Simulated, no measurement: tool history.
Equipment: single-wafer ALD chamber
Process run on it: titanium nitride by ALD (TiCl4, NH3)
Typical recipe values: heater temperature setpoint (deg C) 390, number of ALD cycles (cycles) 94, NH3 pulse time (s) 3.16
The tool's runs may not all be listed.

| run | hour | heater temperature setpoint (deg C) | number of ALD cycles (cycles) | NH3 pulse time (s) | wafers since the last listed run | hours since the last thermocouple change | hours since the showerhead was replaced | hours since the gauge calibration | read-back reference wafer on the same gauge, thickness_nm | mean film thickness on the monitor wafer (nm) |
|---|---|---|---|---|---|---|---|---|---|---|
| 1 | 0.0 | 395 | 94 | 2.47 | 0 | 2381.4 | 2552.2 | 222.2 | 1.660 | 1.943 |
| 2 | 14.8 | 395 | 94 | 2.47 | 34 | 2396.2 | 2567.0 | 237.0 | 1.659 | 1.951 |
| 3 | 45.3 | 395 | 94 | 2.47 | 71 | 2426.7 | 2597.5 | 267.5 | 1.660 | 1.945 |
| 4 | 75.0 | 390 | 94 | 3.16 | 69 | 2456.4 | 2627.2 | 297.2 | 1.660 | 1.971 |
| 5 | 96.3 | 390 | 94 | 3.16 | 50 | 2477.7 | 2648.5 | 318.5 | 1.659 | 1.955 |
| 6 | 111.6 | 390 | 94 | 3.16 | 35 | 2493.0 | 2663.8 | 333.8 | 1.659 | 1.964 |
| 7 | 143.1 | 390 | 94 | 3.16 | 74 | 2524.5 | 2695.3 | 365.3 | 1.660 | 1.971 |
| 8 | 170.7 | 390 | 94 | 3.16 | 64 | 2552.1 | 2722.9 | 392.9 | 1.661 | 1.960 |
| 9 | 205.8 | 390 | 94 | 3.41 | 82 | 2587.2 | 2758.0 | 428.0 | 1.661 | 1.970 |
| 10 | 231.1 | 390 | 94 | 3.41 | 59 | 2612.5 | 2783.3 | 453.3 | 1.662 | 1.970 |
| 11 | 261.6 | 384 | 94 | 3.16 | 71 | 2643.0 | 2813.8 | 483.8 | 1.660 | 1.963 |
|  | 297.7 | showerhead replaced |
| 12 | 331.8 | 390 | 94 | 2.57 | 146 | 2713.2 | 34.1 | 554.0 | 1.660 | 1.938 |
| 13 | 362.2 | 390 | 94 | 3.16 | 71 | 2743.6 | 64.5 | 584.4 | 1.660 | 1.968 |
| 14 | 390.7 | 390 | 94 | 3.16 | 67 | 2772.1 | 93.0 | 612.9 | 1.660 | 1.955 |
|  | 406.3 | gauge calibrated |
| 15 | 424.7 | 394 | 82 | 3.16 | 79 | 2806.1 | 127.0 | 18.4 | 1.660 | 1.725 |
|  | 447.2 | thermocouple changed; heater temperature recalibrated |
| 16 | 447.7 | 390 | 94 | 2.39 | 35 | 0.5 | 150.0 | 41.4 | 1.660 | 1.929 |
| 17 | 459.7 | 395 | 109 | 2.76 | 28 | 12.5 | 162.0 | 53.4 | 1.659 | 2.273 |
| 18 | 474.2 | 383 | 94 | 3.16 | 34 | 27.0 | 176.5 | 67.9 | 1.661 | 1.955 |
| 19 | 540.3 | 381 | 104 | 2.35 | 155 | 93.1 | 242.6 | 134.0 | 1.661 | 2.121 |
| 20 | 564.9 | 401 | 82 | 4.40 | 57 | 117.7 | 267.2 | 158.6 | 1.661 | 1.744 |
| 21 | 592.8 | 390 | 94 | 3.98 | 65 | 145.6 | 295.1 | 186.5 | 1.660 | 1.979 |

Give the tool's hidden conditions for every run:
wafer temperature above the value expected at the setpoint (K): 0 across all the runs
gauge reads high (%): 0 across all the runs

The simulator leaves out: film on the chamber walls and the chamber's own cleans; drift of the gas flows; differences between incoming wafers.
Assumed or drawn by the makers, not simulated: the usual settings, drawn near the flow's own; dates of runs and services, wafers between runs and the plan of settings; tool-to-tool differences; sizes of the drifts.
